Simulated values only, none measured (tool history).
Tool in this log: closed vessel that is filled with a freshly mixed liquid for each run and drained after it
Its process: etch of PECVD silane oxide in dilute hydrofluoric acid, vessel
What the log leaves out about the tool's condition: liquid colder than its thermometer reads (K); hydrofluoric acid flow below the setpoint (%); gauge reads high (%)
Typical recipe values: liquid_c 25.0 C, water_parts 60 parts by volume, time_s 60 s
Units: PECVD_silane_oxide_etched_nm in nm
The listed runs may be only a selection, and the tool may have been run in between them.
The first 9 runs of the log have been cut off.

run    hour  liquid_c  water_parts  time_s  wafers since the last listed run  hours since the thermometer was replaced  hours since the hydrofluoric acid flow meter was replaced  hours since the gauge calibration  read-back film thickness of the PECVD silane oxide reference wafer, read on the same gauge (nm)  PECVD_silane_oxide_etched_nm
 10   705.6      25.0           60      35                              6645                                    2497.9                                                      515.5                              971.6                                                                                            39.99                         27.28
 11   760.6      25.0           60      35                              7398                                    2552.9                                                      570.5                             1026.6                                                                                            39.99                         27.34
 12   825.7      25.0           60      35                              8757                                    2618.0                                                      635.6                             1091.7                                                                                            39.99                         27.17
 13   885.4      25.0           60      60                              8031                                    2677.7                                                      695.3                             1151.4                                                                                            40.01                         46.50
      921.3  -- thermometer replaced
 14   938.1      25.0           60      60                              6955                                      16.8                                                      748.0                             1204.1                                                                                            39.99                         51.06
      939.4  -- gauge calibrated
 15   974.3      23.0           85      60                              4869                                      53.0                                                      784.2                               34.9                                                                                            39.99                         32.33
 16  1022.7      23.0           90      50                              6511                                     101.4                                                      832.6                               83.3                                                                                            40.00                         24.92
 17  1066.6      27.5           90      95                              5905                                     145.3                                                      876.5                              127.2                                                                                            40.00                         56.81
 18  1128.6      25.0           30      40                              8340                                     207.3                                                      938.5                              189.2                                                                                            40.02                         69.60
 19  1170.1      25.0           60      60                              5582                                     248.8                                                      980.0                              230.7                                                                                            39.98                         49.72
 20  1214.6      25.0           60      60                              5986                                     293.3                                                     1024.5                              275.2                                                                                            40.01                         49.77
 21  1249.9      21.5           60      60                              4748                                     328.6                                                     1059.8                              310.5                                                                                            40.00                         43.20
     1309.5  -- hydrofluoric acid flow meter replaced
 22  1319.0      25.0           60      60                              9161                                     397.7                                                        9.5                              379.6                                                                                            40.01                         52.18
 23  1382.0      25.0           60      60                              8475                                     460.7                                                       72.5                              442.6                                                                                            40.01                         51.72
 24  1435.1      21.0           70      60                              7143                                     513.8                                                      125.6                              495.7                                                                                            39.99                         37.08
 25  1498.2      23.0           50      60                              8488                                     576.9                                                      188.7                              558.8                                                                                            40.03                         57.10
 26  1562.3      23.0           60      70                              8623                                     641.0                                                      252.8                              622.9                                                                                            40.00                         54.54
 27  1617.7      20.5           60      30                              7452                                     696.4                                                      308.2                              678.3                                                                                            40.02                         21.05
 28  1775.4      25.0           60      60                             21214                                     854.1                                                      465.9                              836.0                                                                                            40.00                         50.30
 29  1834.6      25.0           60      60                              7964                                     913.3                                                      525.1                              895.2                                                                                            40.00                         49.98
 30  1882.8      27.5           35      40                              6484                                     961.5                                                      573.3                              943.4                                                                                            40.00                         65.50

4 options for the next run, each taken on its own from the tool as it stands now. Forecast them:
  A  1883.5      25.0           60      60                                94                                     962.2                                                      574.0                              944.1                                                                                                ?                             ?
  B  1883.5      25.0           50      30                                94                                     962.2                                                      574.0                              944.1                                                                                                ?                             ?
  C  1883.5      25.0           60      50                                94                                     962.2                                                      574.0                              944.1                                                                                                ?                             ?
  D  1883.5      23.5           70      90                                94                                     962.2                                                      574.0                              944.1                                                                                                ?                             ?

run  read-back film thickness of the PECVD silane oxide reference wafer, read on the same gauge (nm)  PECVD_silane_oxide_etched_nm
  A                                                                                            40.01                         49.40
  B                                                                                            40.01                         30.04
  C                                                                                            40.01                         41.16
  D                                                                                            40.01                         58.96
With the hidden condition removed and each run's random variation left untouched, the same runs would have given:
run  PECVD_silane_oxide_etched_nm
  A                         53.14
  B                         32.32
  C                         44.28
  D                         63.45

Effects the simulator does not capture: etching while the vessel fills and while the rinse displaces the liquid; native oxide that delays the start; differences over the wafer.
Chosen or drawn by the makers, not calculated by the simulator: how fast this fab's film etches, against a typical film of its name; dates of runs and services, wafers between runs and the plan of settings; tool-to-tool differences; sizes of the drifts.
